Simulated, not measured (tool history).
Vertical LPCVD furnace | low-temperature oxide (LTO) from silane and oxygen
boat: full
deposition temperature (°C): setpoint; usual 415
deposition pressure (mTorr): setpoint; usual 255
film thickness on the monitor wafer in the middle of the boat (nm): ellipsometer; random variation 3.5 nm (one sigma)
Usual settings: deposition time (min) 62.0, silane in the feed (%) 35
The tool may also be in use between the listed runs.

run,hour,deposition temperature (°C),deposition pressure (mTorr),deposition time (min),silane in the feed (%),"read-back reference wafer on the same gauge, thickness",film thickness on the monitor wafer in the middle of the boat (nm)
1,0.0,415,255,62.0,35,732.59,639.89
2,69.1,415,255,62.0,35,732.61,640.98
3,103.0,415,255,62.0,35,732.61,631.51
# hour 162.7: pressure gauge zeroed
4,169.7,415,255,62.0,35,733.13,631.99
5,214.0,415,255,62.0,35,732.42,632.50
6,266.7,415,255,62.0,35,732.74,632.98
7,333.3,415,255,62.0,35,733.33,629.53
8,358.8,415,255,62.0,35,733.63,636.48
9,403.2,415,275,85.0,29,733.86,723.49
# hour 456.9: silane flow controller replaced
10,457.4,415,255,62.0,35,731.31,638.49
11,494.6,421,255,74.5,29,733.36,634.29
12,547.6,404,195,73.5,42,731.63,641.60
13,575.7,405,205,62.0,35,733.08,460.39
14,610.8,415,255,62.0,28,732.39,466.52
# hour 668.5: thermocouples replaced and temperature profile calibrated
15,669.0,415,280,62.0,37,732.79,748.95
# hour 671.7: gauge calibrated
16,707.6,415,255,62.0,35,734.27,637.77
17,752.3,415,255,48.5,38,732.73,550.26
18,823.1,415,255,77.5,32,731.97,709.16
19,890.2,415,255,62.0,41,733.16,774.37
20,916.9,415,255,62.0,40,734.34,752.95
21,949.8,415,255,62.0,38,733.51,703.98
22,993.7,406,220,62.0,33,734.79,457.97
23,1042.6,415,255,62.0,35,733.02,637.20
24,1096.2,424,280,86.0,32,733.14,952.37
25,1128.2,415,255,62.0,35,733.62,635.06
26,1182.5,424,255,37.5,42,733.75,525.99
27,1339.0,405,255,50.5,41,733.05,566.67
28,1383.4,423,195,38.5,35,732.85,326.21
29,1432.1,415,205,50.0,35,733.47,411.92
30,1461.8,404,195,73.5,42,734.57,635.60
31,1606.3,403,300,62.0,35,734.28,659.27
32,1659.4,415,220,62.0,35,733.78,549.48

What the log doesn't show, run by run:
true tube temperature minus thermocouple reading, K: 0 in every run
true pressure minus gauge reading, mTorr: 0 in every run
deviation of the silane flow from its setpoint, %: 0 in every run
gauge reads high (%): 0 in every run
